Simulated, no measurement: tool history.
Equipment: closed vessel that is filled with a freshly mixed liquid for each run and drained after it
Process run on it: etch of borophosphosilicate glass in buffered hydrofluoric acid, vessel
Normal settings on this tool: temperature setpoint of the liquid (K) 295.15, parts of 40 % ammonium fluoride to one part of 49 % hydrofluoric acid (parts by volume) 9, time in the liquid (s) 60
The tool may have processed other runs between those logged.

| run | day | temperature setpoint of the liquid (K) | parts of 40 % ammonium fluoride to one part of 49 % hydrofluoric acid (parts by volume) | time in the liquid (s) | wafers since the last listed run | hours since the thermometer was replaced | hours since the hydrofluoric acid flow meter was replaced | hours since the gauge calibration | read-back film thickness of the borophosphosilicate glass reference wafer, read on the same gauge (nm) | thickness taken off the borophosphosilicate glass on a monitor wafer (Å) |
|---|---|---|---|---|---|---|---|---|---|---|
| 1 | 0 | 295.15 | 9 | 60 | 0 | 1233.9 | 187.7 | 2758.3 | 80 | 875.8 |
| 2 | 4.483 | 295.15 | 9 | 60 | 8977 | 1341.5 | 295.3 | 2865.9 | 80 | 887.9 |
| 3 | 8.129 | 292.65 | 9 | 60 | 7300 | 1429 | 382.8 | 2953.4 | 80.01 | 750.2 |
| 4 | 10.771 | 295.15 | 11.5 | 60 | 5289 | 1492.4 | 446.2 | 3016.8 | 79.99 | 704.8 |
| 5 | 12.958 | 295.15 | 11.5 | 60 | 4380 | 1544.9 | 498.7 | 3069.3 | 79.98 | 718.7 |
| 6 | 14.733 | 295.15 | 9 | 60 | 3554 | 1587.5 | 541.3 | 3111.9 | 80 | 873.5 |
| 7 | 19.2 | 295.15 | 9 | 60 | 8943 | 1694.7 | 648.5 | 3219.1 | 79.99 | 872.7 |
|  | 20.325 | hydrofluoric acid flow meter replaced |
| 8 | 21.538 | 295.15 | 9 | 60 | 4597 | 1750.8 | 29.1 | 3275.2 | 80 | 862.5 |
| 9 | 26.008 | 295.15 | 9 | 60 | 8952 | 1858.1 | 136.4 | 3382.5 | 80.01 | 864.4 |
|  | 26.458 | thermometer replaced |
| 10 | 28.129 | 295.15 | 9 | 60 | 4163 | 40.1 | 187.3 | 3433.4 | 80 | 913.1 |
|  | 32.196 | gauge calibrated |
| 11 | 32.608 | 295.15 | 9 | 60 | 8968 | 147.6 | 294.8 | 9.9 | 80.02 | 903.5 |
| 12 | 35.892 | 291.15 | 12.5 | 35 | 6574 | 226.4 | 373.6 | 88.7 | 79.99 | 320.7 |
| 13 | 40.171 | 291.65 | 9 | 60 | 8568 | 329.1 | 476.3 | 191.4 | 79.99 | 756.3 |
| 14 | 42.996 | 295.15 | 9 | 35 | 5656 | 396.9 | 544.1 | 259.2 | 80 | 536.7 |
|  | 43.571 | hydrofluoric acid flow meter replaced |
| 15 | 46.217 | 295.15 | 9 | 60 | 6365 | 474.2 | 63.5 | 336.5 | 79.99 | 893.7 |
| 16 | 49.308 | 295.15 | 10 | 60 | 6190 | 548.4 | 137.7 | 410.7 | 80 | 846 |
| 17 | 52.571 | 298.15 | 10 | 90 | 6532 | 626.7 | 216 | 489 | 79.99 | 1494.1 |
| 18 | 56.588 | 295.15 | 9 | 60 | 8042 | 723.1 | 312.4 | 585.4 | 80.02 | 919.3 |
| 19 | 58.375 | 292.15 | 9 | 85 | 3579 | 766 | 355.3 | 628.3 | 79.99 | 1082.1 |
| 20 | 61 | 295.15 | 9 | 60 | 5256 | 829 | 418.3 | 691.3 | 80.01 | 886.3 |
| 21 | 63.029 | 291.65 | 7.5 | 70 | 4063 | 877.7 | 467 | 740 | 80.02 | 1045.8 |
|  | 65.575 | hydrofluoric acid flow meter replaced |
| 22 | 66.625 | 295.15 | 9 | 60 | 7116 | 964 | 25.2 | 826.3 | 80.02 | 887.1 |
| 23 | 69.238 | 295.15 | 7 | 40 | 5231 | 1026.7 | 87.9 | 889 | 80.01 | 775.1 |
| 24 | 73.267 | 291.15 | 8 | 45 | 8067 | 1123.4 | 184.6 | 985.7 | 80 | 616.6 |
| 25 | 75.867 | 298.65 | 9 | 60 | 5206 | 1185.8 | 247 | 1048.1 | 80 | 1065.2 |
| 26 | 78.062 | 297.15 | 9 | 90 | 4396 | 1238.5 | 299.7 | 1100.8 | 80.01 | 1488.3 |
| 27 | 81.633 | 292.15 | 7.5 | 60 | 7149 | 1324.2 | 385.4 | 1186.5 | 79.99 | 894.5 |
| 28 | 84.55 | 295.15 | 9 | 30 | 5840 | 1394.2 | 455.4 | 1256.5 | 80 | 438.8 |
| 29 | 86.121 | 295.15 | 7.5 | 45 | 3145 | 1431.9 | 493.1 | 1294.2 | 80.03 | 804.5 |
|  | 88.121 | hydrofluoric acid flow meter replaced |
| 30 | 90.154 | 295.15 | 9 | 90 | 7992 | 1528.7 | 48.8 | 1391 | 79.99 | 1305.8 |
| 31 | 92.921 | 295.15 | 9 | 60 | 5539 | 1595.1 | 115.2 | 1457.4 | 80 | 872 |
|  | 95.588 | thermometer replaced |
| 32 | 96.579 | 290.65 | 11 | 40 | 7241 | 23.8 | 203 | 1545.2 | 80.01 | 403.6 |

Below are 3 alternative next runs, each starting from the tool's condition after run 32. Predict each:
| A | 96.608 | 297.65 | 9 | 60 | 58 | 24.5 | 203.7 | 1545.9 | ? | ? |
| B | 96.608 | 295.15 | 10.5 | 60 | 58 | 24.5 | 203.7 | 1545.9 | ? | ? |
| C | 96.608 | 295.15 | 11 | 60 | 58 | 24.5 | 203.7 | 1545.9 | ? | ? |

| run | read-back film thickness of the borophosphosilicate glass reference wafer, read on the same gauge (nm) | thickness taken off the borophosphosilicate glass on a monitor wafer (Å) |
|---|---|---|
| A | 79.99 | 1057.6 |
| B | 79.99 | 823.2 |
| C | 79.99 | 786.5 |
With no hidden state in the tool, these same runs would have given:
| run | thickness taken off the borophosphosilicate glass on a monitor wafer (Å) |
|---|---|
| A | 1063.9 |
| B | 828.2 |
| C | 791.2 |
